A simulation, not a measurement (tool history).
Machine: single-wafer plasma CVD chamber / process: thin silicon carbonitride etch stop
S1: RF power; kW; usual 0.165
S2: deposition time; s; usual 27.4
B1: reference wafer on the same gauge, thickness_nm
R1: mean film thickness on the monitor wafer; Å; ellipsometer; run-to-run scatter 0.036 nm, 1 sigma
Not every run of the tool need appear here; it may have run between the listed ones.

run	hour	S1	S2	B1	R1
1	0	0.165	25.8	14.998	127.51
2	27.9	0.165	27.4	15.002	135.95
3	93.5	0.165	27.4	14.988	136.55
4	132.4	0.165	27.4	15.004	135.87
5	162.4	0.165	27.4	15.015	135.61
6	218.5	0.165	27.4	14.993	135.86
7	278.2	0.165	27.4	15.007	136.76
8	304.4	0.175	27.4	14.993	137.9
9	358.5	0.175	27.4	14.996	138.44
10	558.2	0.165	27.4	14.986	136.53
11	624.6	0.165	27.4	15.005	136.1
12	673	0.165	29.3	15.015	145.52
13	723.9	0.165	29.3	14.987	145.69
# hour 753.6: showerhead replaced
14	778.9	0.18	27.4	14.991	138.85
15	816.4	0.18	27.4	15.006	139.16
16	869.4	0.18	27.4	15.007	139.91
17	937.1	0.185	29.8	14.991	153.53
18	980.8	0.15	27.4	14.996	132.72
19	1047.9	0.165	27.4	14.996	135.53
# hour 1122: RF generator calibrated
# hour 1242.9: gauge calibrated
20	1257.5	0.185	25.3	15.011	129.95
21	1309.7	0.135	32.3	14.997	151.79
22	1347.3	0.135	27.4	14.992	128.53
23	1383.9	0.18	24.2	15.004	123.31
24	1447.5	0.14	24.9	15.004	117.71
# hour 1506.5: thermocouple changed; heater temperature recalibrated
25	1518.5	0.185	22.9	14.997	117.59
26	1557	0.19	25.7	15.012	132.83
27	1600.7	0.165	27.4	15.005	136.21
28	1646.3	0.165	27.4	14.998	135.28
29	1714.3	0.195	27.4	15.008	142.18
30	1772.6	0.15	27.4	15.007	132.04
31	1863.6	0.14	22.2	15.001	105.33
32	1928.8	0.135	31.4	14.992	147.63

Consider 4 possible next runs. They are alternatives, not a sequence: every one starts from the tool as it was left by run 32. What does each give?
A	1929.2	0.165	25.4	?	?
B	1929.2	0.165	31.4	?	?
C	1929.2	0.14	24	?	?
D	1929.2	0.195	24.7	?	?

run	B1	R1
A	14.993	125.98
B	14.993	155.74
C	14.993	113.65
D	14.993	128.47
Without the tool's hidden state the same runs would have given:
run	R1
A	125.98
B	155.74
C	113.65
D	128.47
